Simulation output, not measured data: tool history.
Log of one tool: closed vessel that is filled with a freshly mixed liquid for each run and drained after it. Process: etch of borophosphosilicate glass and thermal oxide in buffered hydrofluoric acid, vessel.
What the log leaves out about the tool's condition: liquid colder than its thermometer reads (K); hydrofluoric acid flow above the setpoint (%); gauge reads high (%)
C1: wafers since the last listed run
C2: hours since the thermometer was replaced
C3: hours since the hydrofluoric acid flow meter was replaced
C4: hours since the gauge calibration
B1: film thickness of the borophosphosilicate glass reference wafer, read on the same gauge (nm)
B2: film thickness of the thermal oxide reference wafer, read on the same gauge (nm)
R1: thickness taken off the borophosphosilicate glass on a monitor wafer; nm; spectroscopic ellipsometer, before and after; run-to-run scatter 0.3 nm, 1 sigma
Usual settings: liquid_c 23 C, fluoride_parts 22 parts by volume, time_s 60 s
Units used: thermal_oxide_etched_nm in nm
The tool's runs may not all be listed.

Run 1, hour 0: usual settings but liquid_c 24.5 C, fluoride_parts 17 parts by volume, time_s 40 s; C1 0; C2 0.5; C3 552.8; C4 608.2; B1 129.97; B2 149.99. Result: R1 44.88 nm, thermal_oxide_etched_nm 27.04 nm.
Run 2, hour 58.3: usual settings but fluoride_parts 16.5 parts by volume, time_s 35 s; C1 6197; C2 58.8; C3 611.1; C4 666.5; B1 129.99; B2 150.06. Result: R1 36.85 nm, thermal_oxide_etched_nm 22.46 nm.
Run 3, hour 134.7: usual settings but liquid_c 25 C, fluoride_parts 13 parts by volume, time_s 45 s; C1 8121; C2 135.2; C3 687.5; C4 742.9; B1 130; B2 150. Result: R1 66.09 nm, thermal_oxide_etched_nm 40.49 nm.
Run 4, hour 197.3: usual settings; C1 6654; C2 197.8; C3 750.1; C4 805.5; B1 130.02; B2 150.05. Result: R1 48.52 nm, thermal_oxide_etched_nm 29.78 nm.
Run 5, hour 258.9: usual settings but time_s 45 s; C1 6547; C2 259.4; C3 811.7; C4 867.1; B1 130; B2 150.01. Result: R1 36.34 nm, thermal_oxide_etched_nm 22.33 nm.
Run 6, hour 333.5: usual settings but liquid_c 21 C, time_s 85 s; C1 7929; C2 334; C3 886.3; C4 941.7; B1 130.02; B2 150.02. Result: R1 61.39 nm, thermal_oxide_etched_nm 37.47 nm.
Run 7, hour 396: usual settings but liquid_c 26 C, time_s 70 s; C1 6643; C2 396.5; C3 948.8; C4 1004.2; B1 130.01; B2 150.03. Result: R1 66.04 nm, thermal_oxide_etched_nm 40.75 nm.
Run 8, hour 471.5: usual settings but fluoride_parts 14 parts by volume, time_s 35 s; C1 8025; C2 472; C3 1024.3; C4 1079.7; B1 129.98; B2 150. Result: R1 43.23 nm, thermal_oxide_etched_nm 26.04 nm.
Run 9, hour 562.1: usual settings but time_s 80 s; C1 9630; C2 562.6; C3 1114.9; C4 1170.3; B1 130.01; B2 149.97. Result: R1 63.32 nm, thermal_oxide_etched_nm 39.45 nm.
Run 10, hour 645.3: usual settings; C1 8844; C2 645.8; C3 1198.1; C4 1253.5; B1 130.03; B2 149.98. Result: R1 48.65 nm, thermal_oxide_etched_nm 28.94 nm.
Run 11, hour 706.1: usual settings but liquid_c 25.5 C, fluoride_parts 17 parts by volume; C1 6462; C2 706.6; C3 1258.9; C4 1314.3; B1 130; B2 149.99. Result: R1 68.47 nm, thermal_oxide_etched_nm 42.16 nm.
Run 12, hour 744.9: usual settings; C1 4124; C2 745.4; C3 1297.7; C4 1353.1; B1 129.98; B2 150.03. Result: R1 47.98 nm, thermal_oxide_etched_nm 29.05 nm.

The next listed run, before its measurement:
Run 13, hour 803.8: usual settings but liquid_c 27.5 C, time_s 30 s; C1 6260; C2 804.3; C3 1356.6; C4 1412; B1 ?; B2 ?. Result: R1 ?, thermal_oxide_etched_nm ?.

Run 13 produced B1 130.02, B2 150, R1 30.6 nm, thermal_oxide_etched_nm 18.66 nm.
If the tool had no hidden condition, the same run with the same run-to-run variation would have returned R1 31.68 nm, thermal_oxide_etched_nm 19.32 nm.

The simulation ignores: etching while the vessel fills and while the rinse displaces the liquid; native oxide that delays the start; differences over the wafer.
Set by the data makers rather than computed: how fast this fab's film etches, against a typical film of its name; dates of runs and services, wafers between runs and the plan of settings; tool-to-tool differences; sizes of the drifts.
